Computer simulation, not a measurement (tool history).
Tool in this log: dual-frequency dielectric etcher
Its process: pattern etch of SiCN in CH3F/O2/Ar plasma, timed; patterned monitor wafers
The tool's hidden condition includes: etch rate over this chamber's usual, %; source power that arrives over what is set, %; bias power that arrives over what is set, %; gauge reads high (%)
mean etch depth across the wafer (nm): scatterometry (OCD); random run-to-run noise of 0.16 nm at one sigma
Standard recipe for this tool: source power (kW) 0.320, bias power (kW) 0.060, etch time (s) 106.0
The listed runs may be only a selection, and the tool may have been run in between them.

run,hour,source power (kW),bias power (kW),etch time (s),wafers since the last listed run,hours since the last wet clean,hours since the last source power generator calibration,hours since the last bias power generator calibration,hours since the last upper electrode change,hours since the gauge calibration,"read-back reference wafer on the same gauge, depth_nm",mean etch depth across the wafer (nm)
1,0.0,0.320,0.060,106.0,0,375.3,3916.5,1454.3,4305.4,350.8,34.89,34.47
# hour 22.0: wet clean of the chamber
2,76.0,0.320,0.060,106.0,588,54.0,3992.5,1530.3,4381.4,426.8,34.93,34.41
# hour 395.1: wet clean of the chamber
3,395.6,0.320,0.060,106.0,3221,0.5,4312.1,1849.9,4701.0,746.4,34.88,34.79
4,462.8,0.320,0.060,106.0,732,67.7,4379.3,1917.1,4768.2,813.6,34.89,34.85
5,538.7,0.320,0.060,106.0,827,143.6,4455.2,1993.0,4844.1,889.5,34.83,34.30
6,628.1,0.320,0.060,106.0,974,233.0,4544.6,2082.4,4933.5,978.9,34.90,34.82
7,710.6,0.320,0.060,106.0,899,315.5,4627.1,2164.9,5016.0,1061.4,34.89,34.99
# hour 773.0: wet clean of the chamber
8,773.5,0.320,0.060,106.0,423,0.5,4690.0,2227.8,5078.9,1124.3,34.87,34.66
# hour 800.5: upper electrode replaced
9,854.3,0.320,0.069,106.0,619,81.3,4770.8,2308.6,53.8,1205.1,34.86,36.50
10,916.1,0.320,0.069,106.0,673,143.1,4832.6,2370.4,115.6,1266.9,34.83,36.34
# hour 938.0: source power generator calibrated
11,996.1,0.320,0.060,106.0,828,223.1,58.1,2450.4,195.6,1346.9,34.91,34.65
12,1045.9,0.320,0.060,106.0,542,272.9,107.9,2500.2,245.4,1396.7,34.95,34.62
13,1137.2,0.320,0.060,106.0,995,364.2,199.2,2591.5,336.7,1488.0,34.89,34.99
14,1188.2,0.290,0.060,106.0,555,415.2,250.2,2642.5,387.7,1539.0,34.85,32.74
# hour 1260.0: wet clean of the chamber
15,1260.5,0.320,0.060,82.0,526,0.5,322.5,2714.8,460.0,1611.3,34.86,26.81
# hour 1280.8: bias power generator calibrated
16,1315.9,0.320,0.060,106.0,560,55.9,377.9,35.1,515.4,1666.7,34.86,34.86
# hour 1387.0: gauge calibrated
17,1506.8,0.260,0.071,125.0,2080,246.8,568.8,226.0,706.3,119.8,34.95,39.03
18,1547.8,0.320,0.060,106.0,446,287.8,609.8,267.0,747.3,160.8,34.87,34.87
# hour 1637.5: wet clean of the chamber
19,1638.0,0.320,0.060,106.0,721,0.5,700.0,357.2,837.5,251.0,34.89,34.89
20,1731.7,0.320,0.060,106.0,1021,94.2,793.7,450.9,931.2,344.7,34.87,34.66
21,1774.9,0.270,0.048,106.0,470,137.4,836.9,494.1,974.4,387.9,34.90,29.17
22,1868.2,0.280,0.060,106.0,1016,230.7,930.2,587.4,1067.7,481.2,34.86,32.04
23,1944.9,0.350,0.049,106.0,835,307.4,1006.9,664.1,1144.4,557.9,34.91,34.07
24,2047.9,0.280,0.049,90.0,1122,410.4,1109.9,767.1,1247.4,660.9,34.96,25.27

Each row is a separate what-if for the run after 24, all from the same tool condition, not one after another. Results?
A,2048.3,0.320,0.060,106.0,4,410.8,1110.3,767.5,1247.8,661.3,?,?
B,2048.3,0.360,0.049,81.5,4,410.8,1110.3,767.5,1247.8,661.3,?,?
C,2048.3,0.290,0.060,136.0,4,410.8,1110.3,767.5,1247.8,661.3,?,?
D,2048.3,0.340,0.071,106.0,4,410.8,1110.3,767.5,1247.8,661.3,?,?
E,2048.3,0.350,0.060,106.0,4,410.8,1110.3,767.5,1247.8,661.3,?,?

run,"read-back reference wafer on the same gauge, depth_nm",mean etch depth across the wafer (nm)
A,34.88,34.73
B,34.88,26.46
C,34.88,42.17
D,34.88,38.20
E,34.88,36.44
Without the tool's unlogged condition, the same runs would have read:
run,mean etch depth across the wafer (nm)
A,34.73
B,26.46
C,42.17
D,38.20
E,36.44

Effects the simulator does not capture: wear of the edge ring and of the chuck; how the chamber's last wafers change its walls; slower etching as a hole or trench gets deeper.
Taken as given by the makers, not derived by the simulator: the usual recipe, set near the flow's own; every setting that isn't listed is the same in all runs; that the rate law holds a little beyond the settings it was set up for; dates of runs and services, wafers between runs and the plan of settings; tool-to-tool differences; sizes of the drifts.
